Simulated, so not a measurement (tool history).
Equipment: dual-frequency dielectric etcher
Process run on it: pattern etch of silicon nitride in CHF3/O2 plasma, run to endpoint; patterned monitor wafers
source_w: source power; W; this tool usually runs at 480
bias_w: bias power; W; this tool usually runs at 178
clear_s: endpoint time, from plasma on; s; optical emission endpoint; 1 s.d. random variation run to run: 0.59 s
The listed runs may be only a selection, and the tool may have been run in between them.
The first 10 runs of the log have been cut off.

run    hour  source_w  bias_w  incoming incoming film thickness, nm  clear_s
 11   704.8       480     178                                  89.6     68.5
      755.2  -- wet clean of the chamber
 12   803.3       480     178                                  88.8     66.5
 13   889.7       480     178                                  88.9     64.3
 14   951.3       480     178                                  89.9     65.7
 15   990.6       480     178                                  89.2     64.3
     1083.3  -- source power generator calibrated
     1090.7  -- bias power generator calibrated
 16  1093.1       480     210                                  89.4     61.5
 17  1165.8       420     142                                  89.5     73.7
     1242.1  -- wet clean of the chamber, repeated, since the last time left the tool worse
 18  1253.6       480     178                                  88.8     68.2
 19  1291.7       450     198                                  88.9     67.7
 20  1358.3       540     155                                  88.4     68.5
     1415.4  -- upper electrode replaced
 21  1478.7       390     154                                    90     77.9
 22  1703.6       480     178                                  88.6     66.9
     1822.7  -- wet clean of the chamber
 23  1823.2       420     178                                  88.5     71.3
 24  1890.6       410     151                                  89.3     76.4
 25  1986.4       380     193                                  89.9       72
 26  2086.1       400     178                                  89.5     73.2
 27  2151.1       390     178                                  88.2     72.4
 28  2194.4       550     201                                    90       63
 29    2231       480     178                                  89.6     68.6
 30  2288.8       430     140                                    89     75.3
     2366.9  -- wet clean of the chamber
 31  2367.4       480     178                                  89.1       70

Predict each of these 3 candidate next runs independently; none follows another, all start after run 31:
  A  2367.8       480     178                                  89.5        ?
  B  2367.8       580     154                                  89.5        ?
  C  2367.8       440     209                                  89.5        ?

run  clear_s
  A     69.8
  B       69
  C     67.9
With no hidden state in the tool, these same runs would have given:
run  clear_s
  A     69.8
  B       69
  C     67.9

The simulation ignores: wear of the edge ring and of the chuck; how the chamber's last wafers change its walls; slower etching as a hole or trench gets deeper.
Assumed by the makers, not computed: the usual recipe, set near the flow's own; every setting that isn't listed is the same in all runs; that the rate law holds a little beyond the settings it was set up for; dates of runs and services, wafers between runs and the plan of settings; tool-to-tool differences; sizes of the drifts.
